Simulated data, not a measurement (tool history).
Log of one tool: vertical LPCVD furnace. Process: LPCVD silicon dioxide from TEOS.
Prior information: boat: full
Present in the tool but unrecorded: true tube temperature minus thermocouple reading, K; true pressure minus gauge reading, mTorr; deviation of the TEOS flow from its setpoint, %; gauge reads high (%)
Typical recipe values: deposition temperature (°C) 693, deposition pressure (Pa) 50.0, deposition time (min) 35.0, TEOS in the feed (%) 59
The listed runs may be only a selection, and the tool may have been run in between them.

run	hour	deposition temperature (°C)	deposition pressure (Pa)	deposition time (min)	TEOS in the feed (%)	wafers since the last listed run	hours since the last temperature calibration	hours since the pressure gauge was zeroed	hours since the TEOS flow controller was replaced	hours since the gauge calibration	read-back reference wafer on the same gauge, thickness	film thickness on the monitor wafer in the middle of the boat (Å)
1	0.0	693	50.0	35.0	59	0	2712.9	2458.2	5277.0	622.1	202.92	2337.9
2	64.6	693	50.0	35.0	67	729	2777.5	2522.8	5341.6	686.7	202.94	2480.8
3	107.7	693	50.0	35.0	67	486	2820.6	2565.9	5384.7	729.8	202.99	2483.8
4	176.9	693	50.0	46.0	65	781	2889.8	2635.1	5453.9	799.0	203.03	3239.0
5	204.4	693	50.0	46.0	65	310	2917.3	2662.6	5481.4	826.5	203.03	3242.1
6	255.3	693	50.0	46.0	65	575	2968.2	2713.5	5532.3	877.4	202.84	3232.9
# hour 314.5: pressure gauge zeroed
7	315.0	693	50.0	35.0	59	403	3027.9	0.5	5592.0	937.1	202.71	2342.6
8	362.7	693	50.0	35.0	59	538	3075.6	48.2	5639.7	984.8	203.08	2345.2
9	467.0	693	50.0	35.0	53	1178	3179.9	152.5	5744.0	1089.1	203.02	2232.4
10	531.9	693	50.0	35.0	53	733	3244.8	217.4	5808.9	1154.0	203.09	2231.9
11	590.5	693	54.7	35.0	53	662	3303.4	276.0	5867.5	1212.6	203.12	2338.3
12	617.2	693	50.0	35.0	59	301	3330.1	302.7	5894.2	1239.3	202.98	2358.7
# hour 693.9: gauge calibrated
13	827.0	693	50.0	35.0	59	2370	3539.9	512.5	6104.0	133.1	202.96	2365.7
14	872.7	693	50.0	48.0	59	516	3585.6	558.2	6149.7	178.8	203.10	3242.7
15	1008.4	682	50.0	35.0	66	1533	3721.3	693.9	6285.4	314.5	203.19	1933.4
# hour 1048.5: thermocouples replaced and temperature profile calibrated
16	1049.0	693	53.3	23.0	59	187	0.5	734.5	6326.0	355.1	203.04	1499.5
17	1085.2	693	38.0	35.0	59	408	36.7	770.7	6362.2	391.3	203.01	1920.4
# hour 1139.9: TEOS flow controller replaced
18	1140.4	693	50.0	35.0	59	352	91.9	825.9	0.5	446.5	202.97	2210.6
19	1204.5	693	39.3	42.5	68	724	156.0	890.0	64.6	510.6	203.09	2568.3
20	1244.2	693	50.0	35.0	59	448	195.7	929.7	104.3	550.3	203.19	2212.3
21	1305.7	682	62.7	29.0	55	694	257.2	991.2	165.8	611.8	203.08	1530.0
22	1351.4	693	50.0	43.0	66	516	302.9	1036.9	211.5	657.5	203.05	2893.4
23	1411.6	693	50.0	35.0	59	680	363.1	1097.1	271.7	717.7	203.01	2223.3
24	1453.2	693	38.0	35.0	52	469	404.7	1138.7	313.3	759.3	203.16	1816.4
25	1499.2	683	50.0	35.0	59	519	450.7	1184.7	359.3	805.3	202.89	1747.7
26	1570.6	703	50.0	41.5	59	806	522.1	1256.1	430.7	876.7	203.06	3339.7
27	1636.6	693	60.0	35.0	59	745	588.1	1322.1	496.7	942.7	203.09	2443.9
28	1692.5	682	44.0	35.0	65	631	644.0	1378.0	552.6	998.6	202.89	1684.5
29	1745.8	693	50.0	35.0	59	602	697.3	1431.3	605.9	1051.9	202.94	2237.9
30	1810.1	693	50.0	35.0	62	726	761.6	1495.6	670.2	1116.2	202.94	2305.8
31	1857.8	693	50.0	42.0	69	538	809.3	1543.3	717.9	1163.9	202.95	2916.4

Consider 4 possible next runs. They are alternatives, not a sequence: every one starts from the tool as it was left by run 31. What does each give?
A	1861.8	693	50.0	35.0	50	45	813.3	1547.3	721.9	1167.9	?	?
B	1861.8	682	42.0	21.0	54	45	813.3	1547.3	721.9	1167.9	?	?
C	1861.8	700	50.0	35.0	68	45	813.3	1547.3	721.9	1167.9	?	?
D	1861.8	693	59.3	35.0	67	45	813.3	1547.3	721.9	1167.9	?	?

run	read-back reference wafer on the same gauge, thickness	film thickness on the monitor wafer in the middle of the boat (Å)
A	202.97	2055.7
B	202.97	903.8
C	202.97	2824.0
D	202.97	2592.3
Stripped of hidden state, with their random variation kept, the same runs would have yielded:
run	film thickness on the monitor wafer in the middle of the boat (Å)
A	2025.7
B	890.2
C	2783.3
D	2554.4
